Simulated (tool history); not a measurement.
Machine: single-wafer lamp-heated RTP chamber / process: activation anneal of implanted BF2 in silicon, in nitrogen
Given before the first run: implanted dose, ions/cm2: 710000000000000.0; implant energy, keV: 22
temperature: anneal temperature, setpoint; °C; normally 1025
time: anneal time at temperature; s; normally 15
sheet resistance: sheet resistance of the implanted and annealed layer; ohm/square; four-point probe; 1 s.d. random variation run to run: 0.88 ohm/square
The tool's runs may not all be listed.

| run | day | temperature | time | read-back reference wafer on the same gauge, sheet resistance | sheet resistance |
|---|---|---|---|---|---|
| 1 | 0.000 | 1025 | 15 | 202.74 | 193.27 |
| 2 | 2.358 | 1025 | 15 | 203.12 | 192.14 |
| 3 | 4.521 | 1035 | 15 | 202.36 | 188.98 |
| 4 | 6.000 | 1025 | 15 | 202.55 | 191.57 |
| 5 | 7.067 | 1025 | 15 | 203.08 | 190.76 |
| 6 | 9.296 | 1025 | 15 | 202.84 | 191.22 |
| 7 | 11.312 | 1014 | 19 | 203.29 | 191.44 |
|  | 12.733 | pyrometer window cleaned and pyrometer calibrated |
| 8 | 14.275 | 1014 | 19 | 202.89 | 195.52 |
| 9 | 17.112 | 1032 | 11 | 203.04 | 193.12 |
| 10 | 20.062 | 1032 | 11 | 203.16 | 193.44 |
| 11 | 21.654 | 1032 | 11 | 202.75 | 193.19 |
| 12 | 24.246 | 1025 | 15 | 202.97 | 191.49 |
|  | 25.042 | reflector plate cleaned |
| 13 | 27.021 | 1025 | 15 | 202.75 | 195.55 |
| 14 | 29.350 | 1025 | 15 | 202.47 | 192.60 |
| 15 | 31.842 | 1008 | 9 | 203.24 | 209.18 |
| 16 | 32.988 | 1025 | 15 | 202.92 | 191.60 |
| 17 | 34.288 | 1025 | 15 | 202.57 | 191.42 |
| 18 | 35.971 | 1025 | 15 | 202.97 | 190.96 |
|  | 36.446 | pyrometer window cleaned and pyrometer calibrated |
|  | 36.471 | gauge calibrated |
| 19 | 37.279 | 1050 | 6 | 203.18 | 193.51 |
| 20 | 38.554 | 1025 | 15 | 202.80 | 194.83 |
| 21 | 41.288 | 1025 | 15 | 203.38 | 195.24 |
| 22 | 42.421 | 1047 | 18 | 202.96 | 182.91 |
| 23 | 43.429 | 1017 | 18 | 202.98 | 194.12 |
| 24 | 45.317 | 1025 | 15 | 203.01 | 191.67 |
| 25 | 47.512 | 1025 | 15 | 202.70 | 191.34 |
| 26 | 49.921 | 1001 | 8 | 202.72 | 213.11 |
| 27 | 52.683 | 1025 | 9 | 202.55 | 197.21 |
| 28 | 53.883 | 1025 | 18 | 202.94 | 187.98 |
| 29 | 55.196 | 997 | 22 | 203.49 | 200.31 |
|  | 55.846 | pyrometer window cleaned and pyrometer calibrated |
| 30 | 57.267 | 1009 | 10 | 202.82 | 209.99 |
| 31 | 59.412 | 1054 | 22 | 202.73 | 176.79 |
| 32 | 61.271 | 1004 | 11 | 202.85 | 208.79 |

The logged runs with the hidden state left out (each run's random variation unchanged):
What the log doesn't record here: true wafer temperature minus pyrometer reading, K; wafer temperature error from the tarnished reflector plate, K; gauge reads high (%).
| run | sheet resistance |
|---|---|
| 1 | 197.86 |
| 2 | 197.59 |
| 3 | 194.31 |
| 4 | 198.15 |
| 5 | 197.61 |
| 6 | 198.68 |
| 7 | 200.15 |
| 8 | 200.74 |
| 9 | 198.31 |
| 10 | 199.21 |
| 11 | 199.25 |
| 12 | 198.12 |
| 13 | 199.25 |
| 14 | 197.28 |
| 15 | 216.54 |
| 16 | 197.61 |
| 17 | 197.85 |
| 18 | 197.87 |
| 19 | 196.75 |
| 20 | 199.25 |
| 21 | 200.40 |
| 22 | 186.51 |
| 23 | 200.12 |
| 24 | 197.66 |
| 25 | 197.78 |
| 26 | 223.09 |
| 27 | 205.44 |
| 28 | 195.14 |
| 29 | 211.89 |
| 30 | 216.22 |
| 31 | 179.83 |
| 32 | 216.28 |

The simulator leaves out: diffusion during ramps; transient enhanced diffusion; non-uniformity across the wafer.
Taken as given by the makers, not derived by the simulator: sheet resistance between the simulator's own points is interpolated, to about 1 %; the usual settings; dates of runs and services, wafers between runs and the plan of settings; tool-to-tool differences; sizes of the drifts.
